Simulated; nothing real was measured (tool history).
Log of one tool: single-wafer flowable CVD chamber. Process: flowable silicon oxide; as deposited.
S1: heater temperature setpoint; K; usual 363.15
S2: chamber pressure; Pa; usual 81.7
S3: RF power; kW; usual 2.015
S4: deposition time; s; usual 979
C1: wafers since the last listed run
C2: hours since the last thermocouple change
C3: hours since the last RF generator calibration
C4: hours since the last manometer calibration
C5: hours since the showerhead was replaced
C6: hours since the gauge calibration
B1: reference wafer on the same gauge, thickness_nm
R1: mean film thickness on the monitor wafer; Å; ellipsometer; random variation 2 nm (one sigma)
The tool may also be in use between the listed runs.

Run 1, hour 0.0: usual settings; C1 0; C2 423.2; C3 141.0; C4 296.2; C5 278.6; C6 4074.9; B1 440.251. Result: R1 5416.41 Å.
Run 2, hour 51.9: usual settings; C1 62; C2 475.1; C3 192.9; C4 348.1; C5 330.5; C6 4126.8; B1 439.815. Result: R1 5350.52 Å.
Run 3, hour 113.2: usual settings; C1 74; C2 536.4; C3 254.2; C4 409.4; C5 391.8; C6 4188.1; B1 439.831. Result: R1 5381.59 Å.
Run 4, hour 190.7: usual settings; C1 94; C2 613.9; C3 331.7; C4 486.9; C5 469.3; C6 4265.6; B1 440.092. Result: R1 5343.47 Å.
Run 5, hour 234.6: usual settings but S2 75.6 Pa; C1 53; C2 657.8; C3 375.6; C4 530.8; C5 513.2; C6 4309.5; B1 439.907. Result: R1 4960.39 Å.
Run 6, hour 320.3: usual settings but S2 75.6 Pa; C1 104; C2 743.5; C3 461.3; C4 616.5; C5 598.9; C6 4395.2; B1 440.045. Result: R1 4967.72 Å.
Run 7, hour 386.7: usual settings but S4 899 s; C1 80; C2 809.9; C3 527.7; C4 682.9; C5 665.3; C6 4461.6; B1 440.367. Result: R1 4920.96 Å.
At hour 439.7: gauge calibrated.
Run 8, hour 470.5: usual settings but S2 63.9 Pa, S3 1.845 kW; C1 101; C2 893.7; C3 611.5; C4 766.7; C5 749.1; C6 30.8; B1 439.887. Result: R1 4161.06 Å.
Run 9, hour 556.6: usual settings but S2 67.6 Pa; C1 104; C2 979.8; C3 697.6; C4 852.8; C5 835.2; C6 116.9; B1 439.872. Result: R1 4439.90 Å.
Run 10, hour 654.6: usual settings but S2 99.9 Pa, S4 885 s; C1 118; C2 1077.8; C3 795.6; C4 950.8; C5 933.2; C6 214.9; B1 439.642. Result: R1 5927.85 Å.
Run 11, hour 701.5: usual settings but S1 358.15 K, S3 1.625 kW, S4 861 s; C1 56; C2 1124.7; C3 842.5; C4 997.7; C5 980.1; C6 261.8; B1 440.207. Result: R1 5227.32 Å.
Run 12, hour 790.1: usual settings; C1 107; C2 1213.3; C3 931.1; C4 1086.3; C5 1068.7; C6 350.4; B1 439.954. Result: R1 5350.56 Å.
Run 13, hour 862.4: usual settings; C1 87; C2 1285.6; C3 1003.4; C4 1158.6; C5 1141.0; C6 422.7; B1 440.336. Result: R1 5379.73 Å.
At hour 891.3: capacitance manometer re-zeroed and calibrated.
Run 14, hour 950.7: usual settings; C1 97; C2 1373.9; C3 1091.7; C4 59.4; C5 1229.3; C6 511.0; B1 440.069. Result: R1 5401.43 Å.
At hour 997.0: RF generator calibrated.
Run 15, hour 1022.8: usual settings; C1 77; C2 1446.0; C3 25.8; C4 131.5; C5 1301.4; C6 583.1; B1 440.242. Result: R1 5366.58 Å.
Run 16, hour 1109.5: usual settings but S2 67.6 Pa; C1 105; C2 1532.7; C3 112.5; C4 218.2; C5 1388.1; C6 669.8; B1 439.969. Result: R1 4448.12 Å.

The next listed run, before its measurement:
Run 17, hour 1149.5: usual settings but S2 98.5 Pa, S3 2.325 kW; C1 48; C2 1572.7; C3 152.5; C4 258.2; C5 1428.1; C6 709.8; B1 ?. Result: R1 ?.

B1: 439.930
R1: 6663.02 Å
Without the tool's hidden state the same run would have given R1 6663.02 Å.

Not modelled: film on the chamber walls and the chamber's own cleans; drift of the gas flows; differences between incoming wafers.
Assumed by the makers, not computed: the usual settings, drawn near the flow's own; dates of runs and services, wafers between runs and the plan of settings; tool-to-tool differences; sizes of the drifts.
